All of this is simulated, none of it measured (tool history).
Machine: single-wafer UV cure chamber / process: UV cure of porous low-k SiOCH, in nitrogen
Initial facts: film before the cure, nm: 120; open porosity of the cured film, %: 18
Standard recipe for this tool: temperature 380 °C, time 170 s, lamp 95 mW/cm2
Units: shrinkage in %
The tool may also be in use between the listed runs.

run   hour  temperature  time  lamp  shrinkage
  1      0          380   170    95      9.198
  2   24.2          380   170    95      9.024
  3   46.9          380   170    95      9.173
  4   59.5          380   220    95     10.148
  5   86.4          380   220    95      9.909
  6  115.1          380   220    95     10.012
  7  150.2          380   170   124      9.898
     164.3  -- UV bulbs replaced
  8  182.9          366   225   113     10.213
  9  201.6          380   170    95      8.518
     241.7  -- quartz window cleaned
 10  242.2          396   250    65      9.727
 11  270.4          380   230   126     11.942
 12  301.4          380   170    95      9.461
 13  325.9          389   220   110      11.07
 14  354.1          380   170   131     10.854

3 options for the next run, each taken on its own from the tool as it stands now. Forecast them:
  A  354.6          380   130    95          ?
  B  354.6          373   120   108          ?
  C  354.6          380   170   121          ?

run  shrinkage
  A      8.211
  B      8.285
  C     10.215
With no hidden state in the tool, these same runs would have given:
run  shrinkage
  A      8.323
  B      8.397
  C     10.335
